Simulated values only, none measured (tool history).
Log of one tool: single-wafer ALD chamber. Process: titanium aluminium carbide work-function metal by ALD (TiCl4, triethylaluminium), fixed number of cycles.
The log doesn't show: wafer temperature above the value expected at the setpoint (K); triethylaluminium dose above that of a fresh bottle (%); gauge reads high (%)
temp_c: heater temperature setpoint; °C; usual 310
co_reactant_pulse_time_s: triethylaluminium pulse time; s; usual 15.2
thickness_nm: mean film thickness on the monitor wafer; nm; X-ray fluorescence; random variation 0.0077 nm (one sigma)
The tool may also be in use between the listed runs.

run     day  temp_c  co_reactant_pulse_time_s  wafers since the last listed run  hours since the last thermocouple change  hours since the last triethylaluminium bottle change  hours since the showerhead was replaced  hours since the gauge calibration  read-back reference wafer on the same gauge, thickness_nm  thickness_nm
  1       0     310                      15.2                                 0                                      1308                                                 496.7                                   5864.3                              990.2                                                       2.33         2.043
  2   2.675     310                      15.2                               443                                    1372.2                                                 560.9                                   5928.5                             1054.4                                                      2.331         2.037
  3   4.129     310                      15.2                               241                                    1407.1                                                 595.8                                   5963.4                             1089.3                                                       2.33          2.04
  4   5.696     306                      15.2                               259                                    1444.7                                                 633.4                                     6001                             1126.9                                                      2.331         2.012
  5     7.2     306                      15.2                               249                                    1480.8                                                 669.5                                   6037.1                               1163                                                      2.329         2.024
  6     8.9     306                      15.2                               282                                    1521.6                                                 710.3                                   6077.9                             1203.8                                                      2.331         2.006
  7  10.188     310                      15.2                               213                                    1552.5                                                 741.2                                   6108.8                             1234.7                                                      2.332         2.039
  8   12.95     310                      15.2                               458                                    1618.8                                                 807.5                                   6175.1                               1301                                                      2.331         2.036
  9  14.871     310                     19.72                               318                                    1664.9                                                 853.6                                   6221.2                             1347.1                                                      2.329         2.054
 10  16.296     310                     19.72                               236                                    1699.1                                                 887.8                                   6255.4                             1381.3                                                      2.331         2.058
 11  19.042     310                     19.72                               455                                      1765                                                 953.7                                   6321.3                             1447.2                                                      2.329         2.043
 12  21.592     310                     19.41                               423                                    1826.2                                                1014.9                                   6382.5                             1508.4                                                      2.331         2.043
 13  23.308     310                      15.2                               284                                    1867.4                                                1056.1                                   6423.7                             1549.6                                                      2.328         2.044
 14   25.35     302                     10.09                               338                                    1916.4                                                1105.1                                   6472.7                             1598.6                                                      2.331         1.962
 15  26.438     315                     13.65                               180                                    1942.5                                                1131.2                                   6498.8                             1624.7                                                       2.33         2.073
 16    28.8     324                      18.2                               391                                    1999.2                                                1187.9                                   6555.5                             1681.4                                                      2.331         2.153
 17  31.721     310                      15.2                               484                                    2069.3                                                  1258                                   6625.6                             1751.5                                                       2.33         2.046
 18  33.867     316                     11.81                               356                                    2120.8                                                1309.5                                   6677.1                               1803                                                      2.331         2.071
 19  36.108     315                     12.11                               371                                    2174.6                                                1363.3                                   6730.9                             1856.8                                                      2.331         2.076
     37.792  -- gauge calibrated
 20  38.696     297                      15.2                               429                                    2236.7                                                1425.4                                     6793                               21.7                                                      2.329         1.953
 21   40.75     303                     11.74                               340                                      2286                                                1474.7                                   6842.3                                 71                                                      2.331          1.99
 22  43.558     310                      15.2                               465                                    2353.4                                                1542.1                                   6909.7                              138.4                                                      2.328         2.039
     45.371  -- thermocouple changed; heater temperature recalibrated
 23  45.392     317                      11.8                               248                                       0.5                                                1586.1                                   6953.7                              182.4                                                      2.331         2.117
     46.458  -- showerhead replaced
 24  46.479     310                      15.2                               125                                      26.6                                                1612.2                                      0.5                              208.5                                                       2.33         2.069
     47.762  -- triethylaluminium bottle replaced
 25  48.542     310                      15.2                               286                                      76.1                                                  18.7                                       50                                258                                                      2.329         2.065
 26    49.8     301                     18.76                               208                                     106.3                                                  48.9                                     80.2                              288.2                                                      2.331         2.019
 27  52.654     304                     19.11                               473                                     174.8                                                 117.4                                    148.7                              356.7                                                      2.328         2.024
 28  54.346     310                     19.72                               280                                     215.4                                                   158                                    189.3                              397.3                                                      2.329         2.089
 29  56.021     310                      15.2                               277                                     255.6                                                 198.2                                    229.5                              437.5                                                      2.331         2.057
 30  57.362     314                     19.89                               222                                     287.8                                                 230.4                                    261.7                              469.7                                                      2.332         2.116
 31  59.279     310                      15.2                               317                                     333.8                                                 276.4                                    307.7                              515.7                                                      2.329         2.058
 32  61.633     303                     17.23                               390                                     390.3                                                 332.9                                    364.2                              572.2                                                       2.33         2.025
 33  64.396     310                      15.2                               458                                     456.6                                                 399.2                                    430.5                              638.5                                                       2.33         2.061
 34  65.425     315                     10.72                               170                                     481.3                                                 423.9                                    455.2                              663.2                                                       2.33         2.083

The tool's hidden state at each run:
triethylaluminium dose above that of a fresh bottle (%): 0 in every run
gauge reads high (%): 0 in every run
H1: wafer temperature above the value expected at the setpoint (K)
run       H1
  1     -4.6
  2     -4.7
  3    -4.75
  4    -4.79
  5    -4.84
  6    -4.89
  7    -4.92
  8       -5
  9    -5.04
 10    -5.07
 11    -5.13
 12    -5.18
 13    -5.22
 14    -5.25
 15    -5.27
 16    -5.31
 17    -5.35
 18    -5.38
 19    -5.41
 20    -5.44
 21    -5.46
 22    -5.49
 23  -0.0128
 24   -0.218
 25   -0.588
 26   -0.802
 27    -1.26
 28    -1.51
 29    -1.75
 30    -1.93
 31    -2.18
 32    -2.47
 33    -2.78
 34    -2.89
